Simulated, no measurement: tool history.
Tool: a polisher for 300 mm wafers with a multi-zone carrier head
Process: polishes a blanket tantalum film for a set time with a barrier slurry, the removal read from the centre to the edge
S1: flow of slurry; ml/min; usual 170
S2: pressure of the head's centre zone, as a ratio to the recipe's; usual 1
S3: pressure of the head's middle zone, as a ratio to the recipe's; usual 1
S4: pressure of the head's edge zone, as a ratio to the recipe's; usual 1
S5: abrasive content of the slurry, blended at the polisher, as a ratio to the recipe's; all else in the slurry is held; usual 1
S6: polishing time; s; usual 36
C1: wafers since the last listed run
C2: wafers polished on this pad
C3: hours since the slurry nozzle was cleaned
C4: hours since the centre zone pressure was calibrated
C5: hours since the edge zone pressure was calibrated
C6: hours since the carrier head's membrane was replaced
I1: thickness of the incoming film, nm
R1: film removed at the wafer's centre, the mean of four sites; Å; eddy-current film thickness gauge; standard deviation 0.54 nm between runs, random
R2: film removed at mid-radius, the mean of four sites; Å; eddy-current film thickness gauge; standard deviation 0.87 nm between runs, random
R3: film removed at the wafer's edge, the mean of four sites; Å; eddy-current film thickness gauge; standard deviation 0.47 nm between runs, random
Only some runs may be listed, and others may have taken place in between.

run 1 day=0 | S1=170 S2=1 S3=1 S4=1 S5=1 S6=36 | C1=0 C2=8540 C3=233.7 C4=950.9 C5=197.3 C6=648 | I1=462.9 | R1=805 R2=783 R3=762
-- day=3.188 carrier head's membrane replaced by a new one
run 2 day=3.208 | S1=170 S2=1 S3=1 S4=1 S5=1 S6=36 | C1=1014 C2=9555 C3=310.7 C4=1027.9 C5=274.3 C6=0.5 | I1=463.3 | R1=805 R2=776 R3=774
-- day=4.704 centre zone pressure recalibrated
-- day=5.038 worn pad replaced by a new one
run 3 day=7.354 | S1=170 S2=1 S3=1 S4=1 S5=0.95 S6=36 | C1=1318 C2=784 C3=410.2 C4=63.6 C5=373.8 C6=100 | I1=475.5 | R1=760 R2=765 R3=745
run 4 day=8.967 | S1=170 S2=1 S3=1 S4=1 S5=1.25 S6=48 | C1=545 C2=1329 C3=448.9 C4=102.3 C5=412.5 C6=138.7 | I1=471 | R1=1103 R2=1082 R3=1091
run 5 day=12.117 | S1=170 S2=1 S3=0.91 S4=1 S5=1 S6=24 | C1=1065 C2=2395 C3=524.5 C4=177.9 C5=488.1 C6=214.3 | I1=464.8 | R1=512 R2=473 R3=510
run 6 day=17.342 | S1=170 S2=1 S3=0.89 S4=1 S5=1.15 S6=36 | C1=1767 C2=4162 C3=649.9 C4=303.3 C5=613.5 C6=339.7 | I1=475.4 | R1=798 R2=703 R3=783
-- day=20.404 slurry nozzle cleaned
run 7 day=21.383 | S1=170 S2=1.06 S3=0.95 S4=1 S5=1 S6=36 | C1=1353 C2=5516 C3=23.5 C4=400.3 C5=710.5 C6=436.7 | I1=470.6 | R1=856 R2=760 R3=786
-- day=21.467 edge zone pressure recalibrated
run 8 day=24.5 | S1=225 S2=0.96 S3=0.93 S4=1 S5=1 S6=36 | C1=1026 C2=6542 C3=98.3 C4=475.1 C5=72.8 C6=511.5 | I1=471.8 | R1=806 R2=764 R3=801
run 9 day=27.017 | S1=170 S2=1 S3=1.08 S4=1 S5=1 S6=36 | C1=851 C2=7393 C3=158.7 C4=535.5 C5=133.2 C6=571.9 | I1=474.1 | R1=811 R2=833 R3=770
run 10 day=30.654 | S1=170 S2=1 S3=1 S4=1 S5=1.3 S6=27 | C1=1230 C2=8624 C3=246 C4=622.8 C5=220.5 C6=659.2 | I1=476.8 | R1=652 R2=628 R3=619
-- day=31.454 carrier head's membrane replaced by a new one
-- day=32.225 worn pad replaced by a new one
run 11 day=32.967 | S1=155 S2=1 S3=0.92 S4=1.06 S5=0.7 S6=36 | C1=655 C2=250 C3=301.5 C4=678.3 C5=276 C6=36.3 | I1=468.1 | R1=680 R2=612 R3=667
run 12 day=36.479 | S1=170 S2=1 S3=0.97 S4=0.95 S5=1 S6=41 | C1=1188 C2=1439 C3=385.8 C4=762.6 C5=360.3 C6=120.6 | I1=473.2 | R1=912 R2=838 R3=847
run 13 day=39.9 | S1=170 S2=1 S3=1 S4=1 S5=1 S6=36 | C1=1157 C2=2596 C3=467.9 C4=844.7 C5=442.4 C6=202.7 | I1=471 | R1=787 R2=765 R3=755
run 14 day=42.933 | S1=155 S2=0.93 S3=1 S4=0.9 S5=1 S6=36 | C1=1026 C2=3622 C3=540.7 C4=917.5 C5=515.2 C6=275.5 | I1=469.9 | R1=722 R2=745 R3=707
run 15 day=45.883 | S1=170 S2=1.09 S3=1.08 S4=1 S5=0.8 S6=36 | C1=998 C2=4620 C3=611.5 C4=988.3 C5=586 C6=346.3 | I1=474.5 | R1=770 R2=732 R3=683
-- day=46.867 edge zone pressure recalibrated
-- day=49.171 slurry nozzle cleaned
run 16 day=49.217 | S1=210 S2=1.04 S3=1 S4=0.9 S5=1 S6=25 | C1=1085 C2=5706 C3=1.1 C4=1068.3 C5=56.4 C6=426.3 | I1=475.6 | R1=615 R2=571 R3=525
-- day=50.792 centre zone pressure recalibrated
run 17 day=53.438 | S1=170 S2=1 S3=1 S4=1 S5=0.75 S6=24 | C1=1399 C2=7105 C3=102.4 C4=63.5 C5=157.7 C6=527.6 | I1=460.8 | R1=463 R2=462 R3=460
-- day=58.242 carrier head's membrane replaced by a new one
-- day=62.6 worn pad replaced by a new one
run 18 day=64.346 | S1=170 S2=1 S3=1 S4=1 S5=1 S6=36 | C1=3563 C2=590 C3=364.2 C4=325.3 C5=419.5 C6=146.5 | I1=465.9 | R1=788 R2=755 R3=763
run 19 day=67.958 | S1=170 S2=0.92 S3=1 S4=1 S5=1 S6=36 | C1=1222 C2=1812 C3=450.9 C4=412 C5=506.2 C6=233.2 | I1=475.2 | R1=716 R2=765 R3=762
run 20 day=72.088 | S1=170 S2=1 S3=1 S4=1 S5=1 S6=36 | C1=1396 C2=3209 C3=550 C4=511.1 C5=605.3 C6=332.3 | I1=474.8 | R1=774 R2=758 R3=760
-- day=72.662 edge zone pressure recalibrated
run 21 day=75.512 | S1=170 S2=1 S3=1 S4=1 S5=1 S6=43 | C1=1130 C2=4340 C3=632.2 C4=593.3 C5=68.4 C6=414.5 | I1=470.9 | R1=923 R2=904 R3=886
run 22 day=77.804 | S1=115 S2=1.1 S3=1.06 S4=1 S5=1 S6=27 | C1=775 C2=5115 C3=687.2 C4=648.3 C5=123.4 C6=469.5 | I1=478.1 | R1=574 R2=545 R3=525

The tool's hidden state at each run:
removal rate lost through wear of the pad, %: 0 at every run
deviation of the edge zone's pressure from its setpoint, %: 0 at every run
H1: slurry flow missing at the pad, %
H2: deviation of the centre zone's pressure from its setpoint, %
run=1 H1=12.7 H2=5.04
run=2 H1=16.9 H2=5.1
run=3 H1=22.2 H2=1.16
run=4 H1=24.3 H2=1.66
run=5 H1=28.3 H2=2.49
run=6 H1=35 H2=3.49
run=7 H1=4.2 H2=4.04
run=8 H1=8.2 H2=4.37
run=9 H1=11.4 H2=4.58
run=10 H1=16.1 H2=4.82
run=11 H1=19.1 H2=4.95
run=12 H1=23.6 H2=5.1
run=13 H1=28 H2=5.22
run=14 H1=31.9 H2=5.3
run=15 H1=35.7 H2=5.36
run=16 H1=3.49 H2=5.41
run=17 H1=8.91 H2=1.37
run=18 H1=22.9 H2=3.85
run=19 H1=27.6 H2=4.32
run=20 H1=32.9 H2=4.72
run=21 H1=37.3 H2=4.97
run=22 H1=40.2 H2=5.1
